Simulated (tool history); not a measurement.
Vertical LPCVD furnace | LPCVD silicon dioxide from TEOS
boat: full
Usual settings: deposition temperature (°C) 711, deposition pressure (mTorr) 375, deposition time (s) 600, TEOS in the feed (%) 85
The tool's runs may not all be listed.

run	hour	deposition temperature (°C)	deposition pressure (mTorr)	deposition time (s)	TEOS in the feed (%)	wafers since the last listed run	hours since the last temperature calibration	hours since the pressure gauge was zeroed	hours since the TEOS flow controller was replaced	hours since the gauge calibration	read-back reference wafer on the same gauge, thickness	film thickness on the monitor wafer in the middle of the boat (angstrom)
1	0	711	375	600	85	0	3328.8	3557.6	6223.8	132.7	92.99	1237.3
2	11.3	711	375	600	85	144	3340.1	3568.9	6235.1	144	92.99	1236.5
3	22.1	711	325	600	85	138	3350.9	3579.7	6245.9	154.8	92.9	1152.4
4	46.8	711	325	600	85	315	3375.6	3604.4	6270.6	179.5	93.03	1154.9
5	54.8	711	325	600	85	102	3383.6	3612.4	6278.6	187.5	92.99	1151.9
6	63.9	711	375	600	85	116	3392.7	3621.5	6287.7	196.6	93.01	1237.9
7	80.1	711	375	600	85	207	3408.9	3637.7	6303.9	212.8	92.92	1235.2
# hour 107.9: pressure gauge zeroed
# hour 116.6: TEOS flow controller replaced
8	117.1	711	375	600	85	54	3445.9	9.2	0.5	249.8	92.94	1246.9
9	120.4	711	375	600	85	42	3449.2	12.5	3.8	253.1	92.99	1240.3
10	126.6	711	375	600	85	79	3455.4	18.7	10	259.3	92.92	1244.8
11	133.4	719	375	450	77	86	3462.2	25.5	16.8	266.1	92.93	1055.9
12	149.8	701	375	600	97	209	3478.6	41.9	33.2	282.5	92.99	1061.3
13	161.3	711	375	480	85	146	3490.1	53.4	44.7	294	93.01	993
14	173.9	711	465	510	74	161	3502.7	66	57.3	306.6	93	1098.9
15	182.7	711	375	600	85	112	3511.5	74.8	66.1	315.4	93.04	1243.5
16	189.8	711	375	600	85	90	3518.6	81.9	73.2	322.5	93.01	1244.5
# hour 214: thermocouples replaced and temperature profile calibrated
17	214.5	711	375	750	85	8	0.5	106.6	97.9	347.2	93	1407.5
18	217.8	701	375	600	72	42	3.8	109.9	101.2	350.5	92.99	823.2
19	221.1	711	375	600	85	42	7.1	113.2	104.5	353.8	92.93	1120.1
20	225.2	702	460	720	78	52	11.2	117.3	108.6	357.9	93	1161.3
21	242.2	704	420	780	85	217	28.2	134.3	125.6	374.9	92.96	1320.8
22	257.4	700	375	480	97	194	43.4	149.5	140.8	390.1	93.03	743.9
# hour 257.8: gauge calibrated
23	265.8	711	375	540	85	107	51.8	157.9	149.2	8	92.95	1013.1
24	272.4	701	295	480	85	84	58.4	164.5	155.8	14.6	93.02	632.8
25	289	711	375	510	85	212	75	181.1	172.4	31.2	92.97	954.8
26	300.6	719	375	600	85	148	86.6	192.7	184	42.8	92.99	1344.9
27	317.6	703	375	600	85	217	103.6	209.7	201	59.8	92.99	934.7
28	333.8	711	315	750	77	207	119.8	225.9	217.2	76	93.02	1222.7
29	350.1	718	375	420	85	208	136.1	242.2	233.5	92.3	92.97	923.9
30	356.3	711	375	600	85	79	142.3	248.4	239.7	98.5	93.05	1126.5
31	363.9	723	375	720	85	97	149.9	256	247.3	106.1	93.03	1771.2
32	379.6	702	440	780	71	200	165.6	271.7	263	121.8	92.99	1177.5

Measured less the same run without the tool's hidden state. The same run-to-run variation is in both; the gauge's scatter may not be:
The hidden state here: true tube temperature minus thermocouple reading, K; true pressure minus gauge reading, mTorr; deviation of the TEOS flow from its setpoint, %; gauge reads high (%).
run	film thickness on the monitor wafer in the middle of the boat (angstrom)
1	+119.1
2	+119.7
3	+112.2
4	+113.8
5	+114
6	+123
7	+123.7
8	+127.1
9	+126.7
10	+127.5
11	+106.8
12	+112.1
13	+103.4
14	+115.1
15	+130.8
16	+131.4
17	+10.9
18	+6.6
19	+8.7
20	+9.2
21	+10.4
22	+5.9
23	+8
24	+5.1
25	+7.4
26	+10.4
27	+7.5
28	+9.6
29	+7.3
30	+8.9
31	+13.8
32	+9.6
